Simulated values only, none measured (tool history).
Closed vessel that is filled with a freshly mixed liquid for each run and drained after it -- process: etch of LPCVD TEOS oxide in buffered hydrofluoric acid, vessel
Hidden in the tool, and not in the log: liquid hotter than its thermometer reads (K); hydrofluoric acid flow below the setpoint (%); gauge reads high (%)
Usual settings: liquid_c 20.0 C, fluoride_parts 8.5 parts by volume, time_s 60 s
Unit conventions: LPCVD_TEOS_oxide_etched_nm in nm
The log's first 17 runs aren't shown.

| run | hour | liquid_c | fluoride_parts | time_s | wafers since the last listed run | hours since the thermometer was replaced | hours since the hydrofluoric acid flow meter was replaced | hours since the gauge calibration | read-back film thickness of the LPCVD TEOS oxide reference wafer, read on the same gauge (nm) | LPCVD_TEOS_oxide_etched_nm |
|---|---|---|---|---|---|---|---|---|---|---|
| 18 | 809.0 | 18.5 | 8.5 | 60 | 4410 | 1917.6 | 47.2 | 144.9 | 119.98 | 289.17 |
| 19 | 878.7 | 17.5 | 12.0 | 75 | 9853 | 1987.3 | 116.9 | 214.6 | 119.96 | 252.84 |
| 20 | 945.5 | 20.0 | 8.5 | 60 | 9443 | 2054.1 | 183.7 | 281.4 | 120.02 | 313.28 |
|  | 981.1 | thermometer replaced |
| 21 | 1116.8 | 20.0 | 8.5 | 80 | 24074 | 135.7 | 355.0 | 452.7 | 119.98 | 388.06 |
| 22 | 1166.3 | 20.0 | 11.5 | 60 | 6997 | 185.2 | 404.5 | 502.2 | 120.01 | 222.70 |
| 23 | 1228.5 | 20.0 | 8.5 | 60 | 8792 | 247.4 | 466.7 | 564.4 | 119.98 | 287.44 |
| 24 | 1261.6 | 17.5 | 8.5 | 60 | 4679 | 280.5 | 499.8 | 597.5 | 120.01 | 254.21 |
| 25 | 1322.6 | 17.0 | 8.5 | 60 | 8623 | 341.5 | 560.8 | 658.5 | 120.00 | 245.68 |
| 26 | 1379.9 | 20.0 | 8.5 | 90 | 8100 | 398.8 | 618.1 | 715.8 | 119.96 | 428.77 |
| 27 | 1447.8 | 20.0 | 10.5 | 60 | 9598 | 466.7 | 686.0 | 783.7 | 120.02 | 241.04 |
| 28 | 1482.7 | 17.5 | 8.5 | 40 | 4933 | 501.6 | 720.9 | 818.6 | 119.99 | 165.88 |
| 29 | 1544.8 | 20.0 | 8.5 | 60 | 8778 | 563.7 | 783.0 | 880.7 | 119.98 | 283.19 |
| 30 | 1599.8 | 20.0 | 8.5 | 60 | 7775 | 618.7 | 838.0 | 935.7 | 119.99 | 288.95 |
| 31 | 1639.7 | 21.5 | 5.5 | 70 | 5640 | 658.6 | 877.9 | 975.6 | 120.03 | 552.52 |
| 32 | 1686.2 | 20.0 | 6.5 | 30 | 6573 | 705.1 | 924.4 | 1022.1 | 119.98 | 189.50 |
| 33 | 1729.8 | 17.0 | 7.5 | 90 | 6163 | 748.7 | 968.0 | 1065.7 | 119.98 | 411.90 |
| 34 | 1771.2 | 20.0 | 8.5 | 60 | 5852 | 790.1 | 1009.4 | 1107.1 | 120.00 | 286.61 |

Each row is a separate what-if for the run after 34, all from the same tool condition, not one after another. Results?
| A | 1771.9 | 20.0 | 8.5 | 60 | 98 | 790.8 | 1010.1 | 1107.8 | ? | ? |
| B | 1771.9 | 17.0 | 12.0 | 75 | 98 | 790.8 | 1010.1 | 1107.8 | ? | ? |
| C | 1771.9 | 22.0 | 9.5 | 80 | 98 | 790.8 | 1010.1 | 1107.8 | ? | ? |

| run | read-back film thickness of the LPCVD TEOS oxide reference wafer, read on the same gauge (nm) | LPCVD_TEOS_oxide_etched_nm |
|---|---|---|
| A | 120.03 | 289.98 |
| B | 120.03 | 222.18 |
| C | 120.03 | 393.97 |
With no hidden state in the tool, these same runs would have given:
| run | LPCVD_TEOS_oxide_etched_nm |
|---|---|
| A | 307.68 |
| B | 238.92 |
| C | 416.49 |
